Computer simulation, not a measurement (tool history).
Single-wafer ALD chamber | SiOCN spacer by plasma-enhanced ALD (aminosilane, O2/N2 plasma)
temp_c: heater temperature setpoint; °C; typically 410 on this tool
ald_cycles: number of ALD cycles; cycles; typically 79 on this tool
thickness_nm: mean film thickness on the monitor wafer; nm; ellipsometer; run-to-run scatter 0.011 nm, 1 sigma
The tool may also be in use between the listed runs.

run,hour,temp_c,ald_cycles,wafers since the last listed run,hours since the last thermocouple change,hours since the gauge calibration,"read-back reference wafer on the same gauge, thickness_nm",thickness_nm
1,0,410,79,0,2443.7,1319.3,5.166,4.62
2,86,410,89,297,2529.7,1405.3,5.168,5.246
3,145.6,410,89,206,2589.3,1464.9,5.173,5.236
4,228.3,410,69,285,2672,1547.6,5.168,4.039
5,299.1,410,69,244,2742.8,1618.4,5.17,4.051
6,401.8,410,79,355,2845.5,1721.1,5.168,4.653
7,594.5,404,79,666,3038.2,1913.8,5.169,4.684
8,674.8,400,70,277,3118.5,1994.1,5.169,4.167
# hour 715.9: thermocouple changed; heater temperature recalibrated
# hour 752: gauge calibrated
9,968.3,410,85,987,252.4,216.3,5.17,4.902
10,1025.6,400,79,198,309.7,273.6,5.169,4.674
11,1088.4,410,84,217,372.5,336.4,5.17,4.856
12,1185.3,422,75,335,469.4,433.3,5.168,4.21
13,1229.6,410,79,153,513.7,477.6,5.17,4.573
14,1321.6,410,65,318,605.7,569.6,5.171,3.771
15,1399.2,400,70,268,683.3,647.2,5.174,4.153
16,1498.6,410,79,343,782.7,746.6,5.172,4.575
17,1552,410,79,184,836.1,800,5.169,4.59
18,1640.9,398,74,307,925,888.9,5.17,4.392

Pick out some run-to-run changes in thickness_nm. Of each, how much would a tool without hidden state show as well, from the settings, what came in and chance, and how much is left for the hidden state and any gauge scatter not in both results compared?
Hidden conditions of the tool in this case: wafer temperature above the value expected at the setpoint (K); gauge reads high (%).
Run 3 -> 4: ald_cycles 89 -> 69. thickness_nm -1.197 nm: hidden state -0.019, all else -1.178.
Run 7 -> 8: temp_c 404 -> 400, ald_cycles 79 -> 70. thickness_nm -0.517 nm: hidden state -0.051, all else -0.466.

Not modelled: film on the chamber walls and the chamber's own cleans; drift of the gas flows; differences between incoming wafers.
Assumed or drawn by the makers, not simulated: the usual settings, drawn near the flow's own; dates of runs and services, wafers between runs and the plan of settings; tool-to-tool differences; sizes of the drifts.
